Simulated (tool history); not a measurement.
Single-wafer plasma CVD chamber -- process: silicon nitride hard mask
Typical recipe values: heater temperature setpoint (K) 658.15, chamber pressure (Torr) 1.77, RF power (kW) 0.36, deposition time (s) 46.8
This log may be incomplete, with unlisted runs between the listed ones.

run,day,heater temperature setpoint (K),chamber pressure (Torr),RF power (kW),deposition time (s),"read-back reference wafer on the same gauge, thickness_nm",mean film thickness on the monitor wafer (Å)
1,0,658.15,1.77,0.36,46.8,57.884,606.01
2,2.112,658.15,1.77,0.36,46.8,57.908,600.22
3,3.471,658.15,1.77,0.36,46.8,57.897,601.5
4,5.017,658.15,1.77,0.36,46.8,57.922,600.43
5,7.242,658.15,1.77,0.36,46.8,57.882,603.69
6,8.675,658.15,1.56,0.36,46.8,57.923,589.02
7,9.771,658.15,1.56,0.36,46.8,57.863,585.35
8,11.275,658.15,1.56,0.36,46.8,57.943,584.56
9,13.358,658.15,1.77,0.36,46.8,57.909,597.26
10,14.942,658.15,1.59,0.36,41.5,57.898,516.35
11,17.233,658.15,1.59,0.36,41.5,57.903,519.17
12,18.242,658.15,1.77,0.36,46.8,57.904,594.23
13,19.988,658.15,1.77,0.36,46.8,57.9,591.08
14,22.442,658.15,1.77,0.36,46.8,57.9,591.62
15,25.279,663.15,2.09,0.32,49.8,57.887,592.49
16,27.579,658.15,1.39,0.36,46.8,57.933,562.53
17,28.758,658.15,1.77,0.36,46.8,57.891,612.92
18,30.308,663.15,1.6,0.36,44.3,57.914,572.66
19,31.85,663.15,2.09,0.32,49.8,57.949,621.81
20,33.608,658.15,1.77,0.36,44.4,57.882,582.95
21,35.596,658.15,1.77,0.36,46.8,57.894,614.49
22,38.358,658.15,1.77,0.36,46.8,57.956,613.22
23,39.917,664.15,1.63,0.385,50,57.939,675.58
24,42.492,658.15,1.77,0.36,41.3,57.908,541.48
25,44.175,658.15,1.77,0.36,46.8,57.89,614.3
26,45.846,670.15,1.77,0.385,46.8,57.893,636.02
27,47.846,658.15,1.77,0.36,51.5,57.89,676.15
28,49.008,672.15,1.62,0.36,46.8,57.908,601.97

Not shown here: 5 entries made in the log between runs. Locate each between two listed runs and compare the hidden state at the listed run before it with the hidden state at the listed run after it:
After run 10, before run 11: thermocouple changed; heater temperature recalibrated (day 16.012)
  delivered RF power above the setpoint (%): -4.82 -> -5.21
  measured value less the no-hidden-state value, mean film thickness on the monitor wafer (Å): -17.64 -> -19.23
After run 13, before run 14: gauge calibrated (day 22.067)
  delivered RF power above the setpoint (%): -5.7 -> -6.15
  measured value less the no-hidden-state value, mean film thickness on the monitor wafer (Å): -24.05 -> -26.1
After run 16, before run 17: RF generator calibrated (day 28.296); showerhead replaced (day 28.738)
  delivered RF power above the setpoint (%): -7.16 -> -0.41
  measured value less the no-hidden-state value, mean film thickness on the monitor wafer (Å): -29.14 -> -1.71
After run 17, before run 18: capacitance manometer re-zeroed and calibrated (day 30.288)
  delivered RF power above the setpoint (%): -0.41 -> -0.416
  measured value less the no-hidden-state value, mean film thickness on the monitor wafer (Å): -1.71 -> -1.62
